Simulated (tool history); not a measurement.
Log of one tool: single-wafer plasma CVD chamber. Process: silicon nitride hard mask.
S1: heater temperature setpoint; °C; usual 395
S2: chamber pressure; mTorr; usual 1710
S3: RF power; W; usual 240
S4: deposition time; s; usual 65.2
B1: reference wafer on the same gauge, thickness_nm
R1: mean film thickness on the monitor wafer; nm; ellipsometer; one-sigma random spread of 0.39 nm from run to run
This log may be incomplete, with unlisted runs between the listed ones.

| run | hour | S1 | S2 | S3 | S4 | B1 | R1 |
|---|---|---|---|---|---|---|---|
| 1 | 0.0 | 395 | 1710 | 240 | 65.2 | 76.672 | 64.638 |
| 2 | 13.8 | 395 | 1710 | 240 | 65.2 | 76.627 | 64.435 |
| 3 | 42.9 | 395 | 1400 | 240 | 65.2 | 76.738 | 60.967 |
| 4 | 58.6 | 395 | 1400 | 240 | 65.2 | 76.587 | 61.248 |
| 5 | 80.7 | 395 | 1550 | 230 | 65.2 | 76.658 | 59.710 |
| 6 | 116.5 | 395 | 1550 | 230 | 65.2 | 76.646 | 59.012 |
| 7 | 214.1 | 395 | 1710 | 240 | 65.2 | 76.768 | 63.499 |
| 8 | 239.9 | 395 | 1710 | 240 | 65.2 | 76.622 | 63.420 |
| 9 | 272.3 | 395 | 1710 | 240 | 65.2 | 76.776 | 63.600 |
| 10 | 310.5 | 389 | 1710 | 240 | 65.2 | 76.522 | 63.120 |
| 11 | 336.2 | 389 | 1710 | 240 | 65.2 | 76.649 | 62.819 |
| 12 | 362.6 | 395 | 1710 | 240 | 65.2 | 76.737 | 63.346 |
| 13 | 385.6 | 395 | 1710 | 240 | 65.2 | 76.700 | 63.082 |
|  | 406.7 | showerhead replaced |
| 14 | 407.2 | 395 | 1710 | 240 | 61.0 | 76.700 | 58.104 |
| 15 | 419.5 | 395 | 1710 | 280 | 65.2 | 76.749 | 72.682 |
|  | 428.6 | thermocouple changed; heater temperature recalibrated |
| 16 | 438.8 | 395 | 2120 | 205 | 65.2 | 76.565 | 55.938 |
| 17 | 473.4 | 402 | 1710 | 255 | 65.2 | 76.692 | 65.655 |
| 18 | 485.6 | 395 | 1710 | 240 | 65.2 | 76.519 | 62.579 |
|  | 505.8 | gauge calibrated |
| 19 | 514.5 | 389 | 1710 | 240 | 65.2 | 76.848 | 62.111 |
| 20 | 541.3 | 395 | 1710 | 240 | 65.2 | 76.791 | 62.273 |
|  | 551.3 | RF generator calibrated |
| 21 | 563.1 | 381 | 1710 | 240 | 53.3 | 76.783 | 49.087 |
| 22 | 597.0 | 407 | 1710 | 240 | 74.1 | 76.919 | 67.490 |
|  | 630.8 | capacitance manometer re-zeroed and calibrated |
| 23 | 631.3 | 382 | 1940 | 240 | 53.4 | 76.525 | 50.515 |
| 24 | 655.7 | 399 | 1370 | 240 | 56.9 | 76.681 | 49.113 |
|  | 707.8 | RF generator calibrated, repeated, since the last time left the tool worse |
| 25 | 751.5 | 391 | 1710 | 240 | 65.2 | 76.728 | 66.499 |
| 26 | 778.9 | 383 | 1970 | 240 | 65.2 | 76.707 | 69.000 |
| 27 | 807.9 | 395 | 1840 | 240 | 65.2 | 76.727 | 67.299 |
| 28 | 842.7 | 395 | 1710 | 260 | 65.2 | 76.747 | 71.874 |
| 29 | 873.1 | 385 | 1510 | 240 | 65.2 | 76.655 | 64.982 |

Each row is a separate what-if for the run after 29, all from the same tool condition, not one after another. Results?
| A | 873.5 | 395 | 1710 | 240 | 65.2 | ? | ? |
| B | 873.5 | 395 | 1710 | 240 | 57.4 | ? | ? |
| C | 873.5 | 395 | 1920 | 240 | 74.3 | ? | ? |
| D | 873.5 | 407 | 1710 | 240 | 65.2 | ? | ? |

| run | B1 | R1 |
|---|---|---|
| A | 76.650 | 66.388 |
| B | 76.650 | 58.458 |
| C | 76.650 | 77.811 |
| D | 76.650 | 66.089 |
Stripped of hidden state, with their random variation kept, the same runs would have yielded:
| run | R1 |
|---|---|
| A | 66.771 |
| B | 58.796 |
| C | 78.260 |
| D | 66.470 |

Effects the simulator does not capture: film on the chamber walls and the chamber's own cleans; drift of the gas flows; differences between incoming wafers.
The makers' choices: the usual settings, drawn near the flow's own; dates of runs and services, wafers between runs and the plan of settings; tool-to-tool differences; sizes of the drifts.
